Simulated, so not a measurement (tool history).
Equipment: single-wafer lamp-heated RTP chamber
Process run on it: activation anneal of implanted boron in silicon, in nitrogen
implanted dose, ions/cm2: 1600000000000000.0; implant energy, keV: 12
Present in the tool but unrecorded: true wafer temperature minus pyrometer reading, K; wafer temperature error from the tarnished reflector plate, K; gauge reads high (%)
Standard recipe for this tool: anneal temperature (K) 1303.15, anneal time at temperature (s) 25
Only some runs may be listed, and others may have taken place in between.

run     day  anneal temperature (K)  anneal time at temperature (s)  wafers since the last listed run  wafers since the last pyrometer calibration  wafers since the reflector plate was cleaned  hours since the gauge calibration  read-back reference wafer on the same gauge, sheet resistance  sheet resistance of the implanted and annealed layer (ohm/square)
  1       0                 1326.15                              25                                 0                                         1989                                          7934                               84.3                                                         107.99                                                              93.17
  2   0.742                 1326.15                              25                               310                                         2299                                          8244                              102.1                                                         107.98                                                              92.68
      1.283  -- pyrometer window cleaned and pyrometer calibrated
  3   1.483                 1326.15                              25                               170                                           82                                          8415                              119.9                                                         107.97                                                               93.7
  4   1.992                 1303.15                              18                               212                                          295                                          8628                              132.1                                                         108.08                                                             102.16
  5   2.638                 1303.15                              18                               270                                          566                                          8898                              147.6                                                            108                                                             102.08
  6   3.258                 1303.15                              25                               259                                          826                                          9158                              162.5                                                         107.98                                                             100.34
  7   3.542                 1303.15                              25                               118                                          944                                          9277                              169.3                                                         108.04                                                             100.28
  8   4.238                 1303.15                              25                               291                                         1235                                          9568                                186                                                         108.08                                                              99.74
  9   4.925                 1314.15                              21                               287                                         1523                                          9856                              202.5                                                         108.07                                                              97.03
 10   5.442                 1314.15                              21                               216                                         1740                                         10072                              214.9                                                            108                                                              97.41
 11   5.921                 1303.15                              33                               200                                         1940                                         10273                              226.4                                                         107.94                                                              97.44
      6.279  -- pyrometer window cleaned and pyrometer calibrated
 12     6.3                 1276.15                              25                                19                                            9                                         10292                              235.5                                                         107.97                                                             107.22
      6.942  -- gauge calibrated
 13   7.738                 1279.15                              12                               601                                          610                                         10894                               19.1                                                         108.05                                                             109.13
      8.271  -- reflector plate cleaned
 14   8.321                 1284.15                              10                               104                                          715                                            20                               33.1                                                         108.02                                                             108.64
 15   8.833                 1303.15                              25                               214                                          930                                           235                               45.4                                                         107.94                                                              97.47
      9.183  -- pyrometer window cleaned and pyrometer calibrated, repeated, since the last time left the tool worse
 16   9.521                 1283.15                              38                               148                                          140                                           383                               61.9                                                            108                                                             105.06
 17  10.021                 1285.15                              32                               209                                          349                                           592                               73.9                                                         108.07                                                             105.38
 18  10.362                 1331.15                              13                               143                                          492                                           735                               82.1                                                         107.98                                                              96.78
 19  10.825                 1303.15                              25                               193                                          686                                           929                               93.2                                                         108.02                                                              100.3
 20  11.254                 1331.15                              20                               179                                          866                                          1109                              103.5                                                         107.96                                                              93.76
 21  11.971                 1282.15                              38                               300                                         1166                                          1409                              120.7                                                         107.96                                                             104.64
 22  12.704                 1324.15                              15                               307                                         1473                                          1716                              138.3                                                         107.98                                                              96.68

Pick out some run-to-run changes in sheet resistance of the implanted and annealed layer (ohm/square). Of each, how much would a tool without hidden state show as well, from the settings, what came in and chance, and how much is left for the hidden state and any gauge scatter not in both results compared?
Run 11 -> 12: anneal temperature (K) 1303.15 -> 1276.15, anneal time at temperature (s) 33 -> 25, pyrometer window cleaned and pyrometer calibrated. sheet resistance of the implanted and annealed layer (ohm/square) +9.78: hidden state -2, all else +11.78.
Run 14 -> 15: anneal temperature (K) 1284.15 -> 1303.15, anneal time at temperature (s) 10 -> 25. sheet resistance of the implanted and annealed layer (ohm/square) -11.17: hidden state +0.53, all else -11.7.
Run 15 -> 16: anneal temperature (K) 1303.15 -> 1283.15, anneal time at temperature (s) 25 -> 38, pyrometer window cleaned and pyrometer calibrated, repeated, since the last time left the tool worse. sheet resistance of the implanted and annealed layer (ohm/square) +7.59: hidden state +3.05, all else +4.54.
Run 20 -> 21: anneal temperature (K) 1331.15 -> 1282.15, anneal time at temperature (s) 20 -> 38. sheet resistance of the implanted and annealed layer (ohm/square) +10.88: hidden state -0.44, all else +11.32.
